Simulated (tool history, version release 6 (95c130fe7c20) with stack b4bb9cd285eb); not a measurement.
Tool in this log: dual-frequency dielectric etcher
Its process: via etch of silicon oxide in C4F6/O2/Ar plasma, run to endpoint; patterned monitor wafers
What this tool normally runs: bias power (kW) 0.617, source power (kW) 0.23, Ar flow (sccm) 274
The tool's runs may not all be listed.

| run | hour | bias power (kW) | source power (kW) | Ar flow (sccm) | incoming incoming film thickness, nm | endpoint time (s) |
|---|---|---|---|---|---|---|
| 1 | 0 | 0.617 | 0.23 | 274 | 146 | 33.3 |
| 2 | 14.2 | 0.617 | 0.23 | 274 | 149 | 34 |
| 3 | 21.2 | 0.617 | 0.23 | 274 | 148.5 | 33.6 |
| 4 | 30.9 | 0.617 | 0.23 | 274 | 147 | 33.6 |
| 5 | 43.1 | 0.682 | 0.18 | 274 | 147.9 | 36 |
| 6 | 60.9 | 0.617 | 0.23 | 274 | 147.9 | 33.4 |
|  | 69.1 | source power generator calibrated |
| 7 | 76.1 | 0.617 | 0.23 | 274 | 148.1 | 33.5 |
| 8 | 89.7 | 0.617 | 0.23 | 220 | 145.3 | 32.3 |
| 9 | 106.9 | 0.535 | 0.23 | 274 | 148.6 | 35.6 |
| 10 | 117.2 | 0.617 | 0.23 | 274 | 147.9 | 33.5 |
| 11 | 134.9 | 0.617 | 0.27 | 245 | 148.2 | 30.6 |
| 12 | 141 | 0.617 | 0.28 | 323 | 147.3 | 30.8 |
| 13 | 152.8 | 0.542 | 0.2 | 216 | 145.8 | 35.8 |
| 14 | 161.6 | 0.724 | 0.27 | 334 | 148.2 | 29.6 |
|  | 185.5 | Ar flow controller replaced |
|  | 223.2 | upper electrode replaced |
| 15 | 223.7 | 0.721 | 0.26 | 312 | 146.4 | 29.3 |
| 16 | 224.1 | 0.533 | 0.26 | 320 | 146.7 | 33.2 |
| 17 | 230.4 | 0.665 | 0.23 | 207 | 147.8 | 31.2 |
| 18 | 247.8 | 0.476 | 0.29 | 327 | 146 | 33.1 |
| 19 | 262.2 | 0.617 | 0.23 | 274 | 149.8 | 33.3 |
| 20 | 276.9 | 0.553 | 0.25 | 221 | 147.7 | 32.1 |
| 21 | 297.3 | 0.617 | 0.23 | 274 | 146.3 | 32.6 |
| 22 | 312.2 | 0.656 | 0.18 | 291 | 147.1 | 35.9 |
| 23 | 324.1 | 0.617 | 0.26 | 248 | 147.5 | 30.6 |
| 24 | 335.6 | 0.726 | 0.26 | 274 | 145.2 | 28.6 |

Expected results for the next run?
| 25 | 352.3 | 0.617 | 0.27 | 210 | 147 | ? |

{"run 25": {"endpoint time (s)": 29.3}}
Minus the tool's unlogged condition, the same run would have read endpoint time (s) 30.3.
